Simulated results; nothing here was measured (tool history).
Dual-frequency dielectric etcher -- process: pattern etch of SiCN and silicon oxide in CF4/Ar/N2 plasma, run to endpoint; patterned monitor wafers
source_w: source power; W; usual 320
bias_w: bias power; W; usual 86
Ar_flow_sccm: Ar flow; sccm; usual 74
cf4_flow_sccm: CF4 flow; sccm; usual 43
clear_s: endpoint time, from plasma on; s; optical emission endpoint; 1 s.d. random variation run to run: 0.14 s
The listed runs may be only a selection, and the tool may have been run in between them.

| run | hour | source_w | bias_w | Ar_flow_sccm | cf4_flow_sccm | wafers since the last listed run | hours since the last wet clean | hours since the last source power generator calibration | hours since the last bias power generator calibration | hours since the last Ar flow controller change | hours since the last CF4 flow controller change | hours since the last upper electrode change | incoming incoming film thickness, nm | clear_s |
|---|---|---|---|---|---|---|---|---|---|---|---|---|---|---|
| 1 | 0.0 | 320 | 86 | 74 | 43 | 0 | 195.9 | 5011.5 | 4255.0 | 3004.4 | 4207.8 | 2708.9 | 11.04 | 16.4 |
| 2 | 14.9 | 320 | 86 | 74 | 43 | 299 | 210.8 | 5026.4 | 4269.9 | 3019.3 | 4222.7 | 2723.8 | 11.16 | 16.5 |
| 3 | 22.7 | 320 | 86 | 74 | 43 | 156 | 218.6 | 5034.2 | 4277.7 | 3027.1 | 4230.5 | 2731.6 | 11.27 | 16.6 |
| 4 | 34.3 | 320 | 86 | 74 | 43 | 233 | 230.2 | 5045.8 | 4289.3 | 3038.7 | 4242.1 | 2743.2 | 11.26 | 16.6 |
| 5 | 51.1 | 320 | 86 | 74 | 43 | 337 | 247.0 | 5062.6 | 4306.1 | 3055.5 | 4258.9 | 2760.0 | 11.10 | 16.1 |
| 6 | 62.8 | 320 | 79 | 74 | 43 | 235 | 258.7 | 5074.3 | 4317.8 | 3067.2 | 4270.6 | 2771.7 | 11.24 | 16.9 |
|  | 77.6 | CF4 flow controller replaced |
| 7 | 78.1 | 320 | 80 | 74 | 47 | 186 | 274.0 | 5089.6 | 4333.1 | 3082.5 | 0.5 | 2787.0 | 11.23 | 16.3 |
| 8 | 86.1 | 320 | 80 | 74 | 47 | 160 | 282.0 | 5097.6 | 4341.1 | 3090.5 | 8.5 | 2795.0 | 11.22 | 16.2 |
| 9 | 92.5 | 320 | 94 | 74 | 37 | 128 | 288.4 | 5104.0 | 4347.5 | 3096.9 | 14.9 | 2801.4 | 11.28 | 16.5 |
|  | 100.8 | source power generator calibrated |
| 10 | 102.4 | 320 | 94 | 74 | 37 | 118 | 298.3 | 1.6 | 4357.4 | 3106.8 | 24.8 | 2811.3 | 11.13 | 16.3 |
| 11 | 112.0 | 320 | 67 | 74 | 35 | 192 | 307.9 | 11.2 | 4367.0 | 3116.4 | 34.4 | 2820.9 | 11.26 | 18.7 |
| 12 | 122.0 | 320 | 86 | 74 | 43 | 200 | 317.9 | 21.2 | 4377.0 | 3126.4 | 44.4 | 2830.9 | 11.26 | 16.0 |
|  | 141.8 | bias power generator calibrated |
|  | 157.2 | upper electrode replaced, of another model than before |
|  | 168.7 | wet clean of the chamber |
| 13 | 169.2 | 320 | 102 | 74 | 34 | 329 | 0.5 | 68.4 | 27.4 | 3173.6 | 91.6 | 12.0 | 11.23 | 17.5 |
| 14 | 169.5 | 320 | 86 | 63 | 36 | 6 | 0.8 | 68.7 | 27.7 | 3173.9 | 91.9 | 12.3 | 11.28 | 17.2 |
| 15 | 169.8 | 370 | 101 | 69 | 43 | 6 | 1.1 | 69.0 | 28.0 | 3174.2 | 92.2 | 12.6 | 11.16 | 13.5 |
| 16 | 177.1 | 320 | 75 | 74 | 43 | 146 | 8.4 | 76.3 | 35.3 | 3181.5 | 99.5 | 19.9 | 11.14 | 17.1 |
|  | 193.3 | Ar flow controller replaced |
| 17 | 193.8 | 320 | 86 | 74 | 43 | 214 | 25.1 | 93.0 | 52.0 | 0.5 | 116.2 | 36.6 | 11.20 | 16.9 |
| 18 | 197.7 | 320 | 86 | 74 | 43 | 78 | 29.0 | 96.9 | 55.9 | 4.4 | 120.1 | 40.5 | 11.30 | 16.9 |
| 19 | 207.5 | 300 | 86 | 74 | 33 | 196 | 38.8 | 106.7 | 65.7 | 14.2 | 129.9 | 50.3 | 11.26 | 19.7 |
| 20 | 219.5 | 320 | 107 | 74 | 43 | 241 | 50.8 | 118.7 | 77.7 | 26.2 | 141.9 | 62.3 | 11.23 | 16.0 |
| 21 | 234.5 | 270 | 86 | 74 | 43 | 301 | 65.8 | 133.7 | 92.7 | 41.2 | 156.9 | 77.3 | 11.13 | 20.8 |
| 22 | 249.9 | 320 | 86 | 74 | 43 | 309 | 81.2 | 149.1 | 108.1 | 56.6 | 172.3 | 92.7 | 11.33 | 16.7 |
| 23 | 266.5 | 300 | 86 | 74 | 33 | 333 | 97.8 | 165.7 | 124.7 | 73.2 | 188.9 | 109.3 | 11.25 | 19.3 |
| 24 | 280.4 | 320 | 94 | 82 | 43 | 279 | 111.7 | 179.6 | 138.6 | 87.1 | 202.8 | 123.2 | 11.30 | 16.8 |
| 25 | 287.5 | 320 | 86 | 74 | 39 | 142 | 118.8 | 186.7 | 145.7 | 94.2 | 209.9 | 130.3 | 11.30 | 17.3 |

Forecast each of these 3 alternatives for the next run:
| A | 287.9 | 320 | 86 | 60 | 43 | 8 | 119.2 | 187.1 | 146.1 | 94.6 | 210.3 | 130.7 | 11.21 | ? |
| B | 287.9 | 260 | 78 | 74 | 40 | 8 | 119.2 | 187.1 | 146.1 | 94.6 | 210.3 | 130.7 | 11.21 | ? |
| C | 287.9 | 270 | 65 | 89 | 48 | 8 | 119.2 | 187.1 | 146.1 | 94.6 | 210.3 | 130.7 | 11.21 | ? |

| run | clear_s |
|---|---|
| A | 16.0 |
| B | 22.5 |
| C | 22.0 |
Stripped of hidden state, with their random variation kept, the same runs would have yielded:
| run | clear_s |
|---|---|
| A | 16.2 |
| B | 22.7 |
| C | 22.1 |

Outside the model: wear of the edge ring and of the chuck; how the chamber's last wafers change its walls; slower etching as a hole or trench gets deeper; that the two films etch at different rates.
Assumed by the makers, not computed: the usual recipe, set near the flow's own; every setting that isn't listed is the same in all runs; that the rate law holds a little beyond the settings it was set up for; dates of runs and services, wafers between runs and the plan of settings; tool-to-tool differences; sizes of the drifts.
